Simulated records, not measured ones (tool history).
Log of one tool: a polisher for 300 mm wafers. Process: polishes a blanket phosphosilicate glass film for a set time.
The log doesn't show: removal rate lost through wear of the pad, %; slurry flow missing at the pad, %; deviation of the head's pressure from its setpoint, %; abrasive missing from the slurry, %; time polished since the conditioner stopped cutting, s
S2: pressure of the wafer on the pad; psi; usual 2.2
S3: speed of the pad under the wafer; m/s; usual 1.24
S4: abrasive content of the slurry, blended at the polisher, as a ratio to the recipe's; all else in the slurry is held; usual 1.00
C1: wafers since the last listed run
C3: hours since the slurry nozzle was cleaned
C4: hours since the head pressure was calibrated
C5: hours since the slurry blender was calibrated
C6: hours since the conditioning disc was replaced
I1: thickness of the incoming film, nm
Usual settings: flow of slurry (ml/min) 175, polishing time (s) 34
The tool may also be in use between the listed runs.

Run 1, hour 0.0: usual settings; C1 0; wafers polished on this pad 881; C3 706.7; C4 233.4; C5 155.1; C6 263.7; I1 4448.4. Result: film removed (angstrom) 2087.
At hour 9.2: conditioning disc replaced and pad reconditioned.
At hour 35.1: worn pad replaced by a new one.
Run 2, hour 35.6: usual settings but S2 2.5 psi; C1 579; wafers polished on this pad 9; C3 742.3; C4 269.0; C5 190.7; C6 26.4; I1 4490.4. Result: film removed (angstrom) 2556.
Run 3, hour 58.4: usual settings but S2 2.5 psi; C1 446; wafers polished on this pad 455; C3 765.1; C4 291.8; C5 213.5; C6 49.2; I1 4490.7. Result: film removed (angstrom) 2284.
Run 4, hour 91.9: usual settings but flow of slurry (ml/min) 195, S2 1.7 psi; C1 655; wafers polished on this pad 1111; C3 798.6; C4 325.3; C5 247.0; C6 82.7; I1 4524.4. Result: film removed (angstrom) 1542.
At hour 119.8: worn pad replaced by a new one.
Run 5, hour 126.9: usual settings; C1 606; wafers polished on this pad 138; C3 833.6; C4 360.3; C5 282.0; C6 117.7; I1 4530.9. Result: film removed (angstrom) 2186.
Run 6, hour 139.2: usual settings; C1 240; wafers polished on this pad 379; C3 845.9; C4 372.6; C5 294.3; C6 130.0; I1 4456.8. Result: film removed (angstrom) 2068.
Run 7, hour 169.7: usual settings; C1 596; wafers polished on this pad 976; C3 876.4; C4 403.1; C5 324.8; C6 160.5; I1 4496.4. Result: film removed (angstrom) 1955.
At hour 199.5: slurry nozzle cleaned.
Run 8, hour 202.9: usual settings but polishing time (s) 39; C1 630; wafers polished on this pad 1606; C3 3.4; C4 436.3; C5 358.0; C6 193.7; I1 4484.0. Result: film removed (angstrom) 2152.
At hour 208.8: worn pad replaced by a new one.
Run 9, hour 237.8: usual settings but flow of slurry (ml/min) 205, S4 1.10, polishing time (s) 27; C1 604; wafers polished on this pad 567; C3 38.3; C4 471.2; C5 392.9; C6 228.6; I1 4457.8. Result: film removed (angstrom) 1651.
Run 10, hour 259.7: usual settings; C1 428; wafers polished on this pad 995; C3 60.2; C4 493.1; C5 414.8; C6 250.5; I1 4438.5. Result: film removed (angstrom) 1933.
At hour 279.1: slurry blender recalibrated.
At hour 285.4: worn pad replaced by a new one.
At hour 286.9: conditioning disc replaced and pad reconditioned.
Run 11, hour 291.0: usual settings but flow of slurry (ml/min) 205, S2 1.7 psi, S3 1.08 m/s, polishing time (s) 31; C1 465; wafers polished on this pad 81; C3 91.5; C4 524.4; C5 11.9; C6 4.1; I1 4491.6. Result: film removed (angstrom) 1369.
Run 12, hour 308.0: usual settings but flow of slurry (ml/min) 225, S2 2.8 psi; C1 332; wafers polished on this pad 413; C3 108.5; C4 541.4; C5 28.9; C6 21.1; I1 4450.2. Result: film removed (angstrom) 2599.
At hour 310.1: head pressure recalibrated.
Run 13, hour 329.6: usual settings but flow of slurry (ml/min) 190; C1 383; wafers polished on this pad 797; C3 130.1; C4 19.5; C5 50.5; C6 42.7; I1 4515.7. Result: film removed (angstrom) 2083.
Run 14, hour 343.1: usual settings but S2 2.5 psi; C1 264; wafers polished on this pad 1061; C3 143.6; C4 33.0; C5 64.0; C6 56.2; I1 4418.2. Result: film removed (angstrom) 2316.
Run 15, hour 357.9: usual settings but S2 2.8 psi; C1 289; wafers polished on this pad 1350; C3 158.4; C4 47.8; C5 78.8; C6 71.0; I1 4493.6. Result: film removed (angstrom) 2587.
At hour 373.8: worn pad replaced by a new one.
Run 16, hour 392.5: usual settings but flow of slurry (ml/min) 220, S2 2.5 psi, S3 0.92 m/s; C1 598; wafers polished on this pad 366; C3 193.0; C4 82.4; C5 113.4; C6 105.6; I1 4475.4. Result: film removed (angstrom) 2065.
Run 17, hour 410.4: usual settings; C1 350; wafers polished on this pad 716; C3 210.9; C4 100.3; C5 131.3; C6 123.5; I1 4522.1. Result: film removed (angstrom) 2074.

5 ways to go on from here, each from the tool as it stands after run 17. What would each give?
Run A, hour 410.8: usual settings; C1 7; wafers polished on this pad 724; C3 211.3; C4 100.7; C5 131.7; C6 123.9; I1 4573.6. Result: film removed (angstrom) ?.
Run B, hour 410.8: usual settings but S2 2.8 psi, S3 0.96 m/s; C1 7; wafers polished on this pad 724; C3 211.3; C4 100.7; C5 131.7; C6 123.9; I1 4573.6. Result: film removed (angstrom) ?.
Run C, hour 410.8: usual settings but flow of slurry (ml/min) 115, S3 1.40 m/s; C1 7; wafers polished on this pad 724; C3 211.3; C4 100.7; C5 131.7; C6 123.9; I1 4573.6. Result: film removed (angstrom) ?.
Run D, hour 410.8: usual settings but flow of slurry (ml/min) 130, S2 1.6 psi, S3 0.94 m/s, S4 0.85; C1 7; wafers polished on this pad 724; C3 211.3; C4 100.7; C5 131.7; C6 123.9; I1 4573.6. Result: film removed (angstrom) ?.
Run E, hour 410.8: usual settings but S2 3.0 psi, S4 0.75, polishing time (s) 43; C1 7; wafers polished on this pad 724; C3 211.3; C4 100.7; C5 131.7; C6 123.9; I1 4573.6. Result: film removed (angstrom) ?.

run  film removed (angstrom)
  A                     2086
  B                     2163
  C                     2132
  D                     1097
  E                     3277
Without the tool's hidden state the same runs would have given:
run  film removed (angstrom)
  A                     2392
  B                     2480
  C                     2445
  D                     1258
  E                     3757
